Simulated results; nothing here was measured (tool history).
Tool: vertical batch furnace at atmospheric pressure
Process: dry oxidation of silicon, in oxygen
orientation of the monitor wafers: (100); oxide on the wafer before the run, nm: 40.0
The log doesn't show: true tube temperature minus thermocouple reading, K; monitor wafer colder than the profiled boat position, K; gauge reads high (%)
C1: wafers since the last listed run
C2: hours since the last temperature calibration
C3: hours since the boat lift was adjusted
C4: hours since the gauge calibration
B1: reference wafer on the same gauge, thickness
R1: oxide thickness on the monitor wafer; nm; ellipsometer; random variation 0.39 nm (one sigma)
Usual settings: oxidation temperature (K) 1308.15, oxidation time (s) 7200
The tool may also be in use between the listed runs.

run 1 hour=0.0 | oxidation_temperature_(K)=1308.15 oxidation_time_(s)=7200 | C1=0 C2=878.3 C3=2031.4 C4=747.3 | B1=120.97 | R1=119.82
run 2 hour=150.9 | oxidation_temperature_(K)=1308.15 oxidation_time_(s)=7200 | C1=1045 C2=1029.2 C3=2182.3 C4=898.2 | B1=121.00 | R1=119.55
run 3 hour=189.2 | oxidation_temperature_(K)=1301.15 oxidation_time_(s)=5010 | C1=265 C2=1067.5 C3=2220.6 C4=936.5 | B1=121.09 | R1=94.15
run 4 hour=218.7 | oxidation_temperature_(K)=1301.15 oxidation_time_(s)=5010 | C1=204 C2=1097.0 C3=2250.1 C4=966.0 | B1=121.03 | R1=93.98
run 5 hour=283.8 | oxidation_temperature_(K)=1301.15 oxidation_time_(s)=5010 | C1=451 C2=1162.1 C3=2315.2 C4=1031.1 | B1=121.00 | R1=93.52
run 6 hour=341.6 | oxidation_temperature_(K)=1289.15 oxidation_time_(s)=8310 | C1=400 C2=1219.9 C3=2373.0 C4=1088.9 | B1=121.03 | R1=113.82
run 7 hour=373.5 | oxidation_temperature_(K)=1289.15 oxidation_time_(s)=8310 | C1=221 C2=1251.8 C3=2404.9 C4=1120.8 | B1=121.13 | R1=114.42
run 8 hour=433.3 | oxidation_temperature_(K)=1289.15 oxidation_time_(s)=8310 | C1=414 C2=1311.6 C3=2464.7 C4=1180.6 | B1=120.98 | R1=113.92
run 9 hour=479.9 | oxidation_temperature_(K)=1308.15 oxidation_time_(s)=7200 | C1=322 C2=1358.2 C3=2511.3 C4=1227.2 | B1=120.99 | R1=119.20
run 10 hour=505.8 | oxidation_temperature_(K)=1303.15 oxidation_time_(s)=7200 | C1=179 C2=1384.1 C3=2537.2 C4=1253.1 | B1=120.96 | R1=115.87
run 11 hour=532.0 | oxidation_temperature_(K)=1324.15 oxidation_time_(s)=7200 | C1=181 C2=1410.3 C3=2563.4 C4=1279.3 | B1=121.00 | R1=132.49
run 12 hour=598.8 | oxidation_temperature_(K)=1324.15 oxidation_time_(s)=7200 | C1=462 C2=1477.1 C3=2630.2 C4=1346.1 | B1=121.07 | R1=132.50
run 13 hour=657.7 | oxidation_temperature_(K)=1324.15 oxidation_time_(s)=7200 | C1=408 C2=1536.0 C3=2689.1 C4=1405.0 | B1=120.98 | R1=132.65
run 14 hour=728.8 | oxidation_temperature_(K)=1308.15 oxidation_time_(s)=7200 | C1=492 C2=1607.1 C3=2760.2 C4=1476.1 | B1=120.94 | R1=119.71
run 15 hour=774.3 | oxidation_temperature_(K)=1308.15 oxidation_time_(s)=7200 | C1=315 C2=1652.6 C3=2805.7 C4=1521.6 | B1=120.90 | R1=120.27
run 16 hour=807.2 | oxidation_temperature_(K)=1308.15 oxidation_time_(s)=7200 | C1=227 C2=1685.5 C3=2838.6 C4=1554.5 | B1=121.02 | R1=119.60
run 17 hour=876.2 | oxidation_temperature_(K)=1308.15 oxidation_time_(s)=7200 | C1=478 C2=1754.5 C3=2907.6 C4=1623.5 | B1=121.08 | R1=120.44
run 18 hour=913.7 | oxidation_temperature_(K)=1308.15 oxidation_time_(s)=7200 | C1=259 C2=1792.0 C3=2945.1 C4=1661.0 | B1=120.98 | R1=119.66
run 19 hour=953.0 | oxidation_temperature_(K)=1308.15 oxidation_time_(s)=7200 | C1=272 C2=1831.3 C3=2984.4 C4=1700.3 | B1=120.98 | R1=120.55
run 20 hour=977.9 | oxidation_temperature_(K)=1302.15 oxidation_time_(s)=9060 | C1=172 C2=1856.2 C3=3009.3 C4=1725.2 | B1=121.02 | R1=131.61
run 21 hour=1022.6 | oxidation_temperature_(K)=1308.15 oxidation_time_(s)=7200 | C1=309 C2=1900.9 C3=3054.0 C4=1769.9 | B1=120.98 | R1=120.02
run 22 hour=1064.3 | oxidation_temperature_(K)=1324.15 oxidation_time_(s)=7200 | C1=288 C2=1942.6 C3=3095.7 C4=1811.6 | B1=120.97 | R1=133.25
run 23 hour=1113.0 | oxidation_temperature_(K)=1287.15 oxidation_time_(s)=9090 | C1=337 C2=1991.3 C3=3144.4 C4=1860.3 | B1=120.98 | R1=119.47
run 24 hour=1167.0 | oxidation_temperature_(K)=1300.15 oxidation_time_(s)=7200 | C1=374 C2=2045.3 C3=3198.4 C4=1914.3 | B1=120.98 | R1=114.54
-- hour=1189.3 gauge calibrated
run 25 hour=1194.7 | oxidation_temperature_(K)=1331.15 oxidation_time_(s)=6120 | C1=191 C2=2073.0 C3=3226.1 C4=5.4 | B1=121.06 | R1=128.03
run 26 hour=1242.0 | oxidation_temperature_(K)=1294.15 oxidation_time_(s)=8430 | C1=327 C2=2120.3 C3=3273.4 C4=52.7 | B1=121.04 | R1=119.68
run 27 hour=1301.2 | oxidation_temperature_(K)=1315.15 oxidation_time_(s)=8280 | C1=410 C2=2179.5 C3=3332.6 C4=111.9 | B1=121.01 | R1=137.38
run 28 hour=1340.9 | oxidation_temperature_(K)=1308.15 oxidation_time_(s)=5910 | C1=275 C2=2219.2 C3=3372.3 C4=151.6 | B1=120.99 | R1=108.60
run 29 hour=1409.1 | oxidation_temperature_(K)=1325.15 oxidation_time_(s)=4110 | C1=472 C2=2287.4 C3=3440.5 C4=219.8 | B1=120.96 | R1=100.41
-- hour=1442.1 thermocouples replaced and temperature profile calibrated
-- hour=1481.2 boat lift adjusted
run 30 hour=1481.7 | oxidation_temperature_(K)=1308.15 oxidation_time_(s)=7200 | C1=170 C2=39.6 C3=0.5 C4=292.4 | B1=120.98 | R1=118.13
run 31 hour=1500.7 | oxidation_temperature_(K)=1308.15 oxidation_time_(s)=7200 | C1=131 C2=58.6 C3=19.5 C4=311.4 | B1=120.92 | R1=117.79
run 32 hour=1555.9 | oxidation_temperature_(K)=1297.15 oxidation_time_(s)=4260 | C1=382 C2=113.8 C3=74.7 C4=366.6 | B1=120.97 | R1=84.14
run 33 hour=1606.7 | oxidation_temperature_(K)=1315.15 oxidation_time_(s)=6210 | C1=351 C2=164.6 C3=125.5 C4=417.4 | B1=121.02 | R1=113.40
run 34 hour=1648.8 | oxidation_temperature_(K)=1300.15 oxidation_time_(s)=4530 | C1=291 C2=206.7 C3=167.6 C4=459.5 | B1=121.02 | R1=87.95
run 35 hour=1675.6 | oxidation_temperature_(K)=1292.15 oxidation_time_(s)=10500 | C1=185 C2=233.5 C3=194.4 C4=486.3 | B1=120.95 | R1=131.98
run 36 hour=1722.0 | oxidation_temperature_(K)=1326.15 oxidation_time_(s)=4260 | C1=321 C2=279.9 C3=240.8 C4=532.7 | B1=120.96 | R1=99.88
run 37 hour=1746.1 | oxidation_temperature_(K)=1308.15 oxidation_time_(s)=9030 | C1=166 C2=304.0 C3=264.9 C4=556.8 | B1=120.94 | R1=133.97
run 38 hour=1776.1 | oxidation_temperature_(K)=1315.15 oxidation_time_(s)=7200 | C1=207 C2=334.0 C3=294.9 C4=586.8 | B1=121.03 | R1=124.68
run 39 hour=1816.6 | oxidation_temperature_(K)=1308.15 oxidation_time_(s)=7200 | C1=280 C2=374.5 C3=335.4 C4=627.3 | B1=120.96 | R1=118.05

The next listed run, before its measurement:
run 40 hour=1872.1 | oxidation_temperature_(K)=1324.15 oxidation_time_(s)=9480 | C1=384 C2=430.0 C3=390.9 C4=682.8 | B1=? | R1=?

{"run 40": {"B1": 120.92, "R1": 153.59}}
Without the tool's hidden state the same run would have given R1 152.08 nm.

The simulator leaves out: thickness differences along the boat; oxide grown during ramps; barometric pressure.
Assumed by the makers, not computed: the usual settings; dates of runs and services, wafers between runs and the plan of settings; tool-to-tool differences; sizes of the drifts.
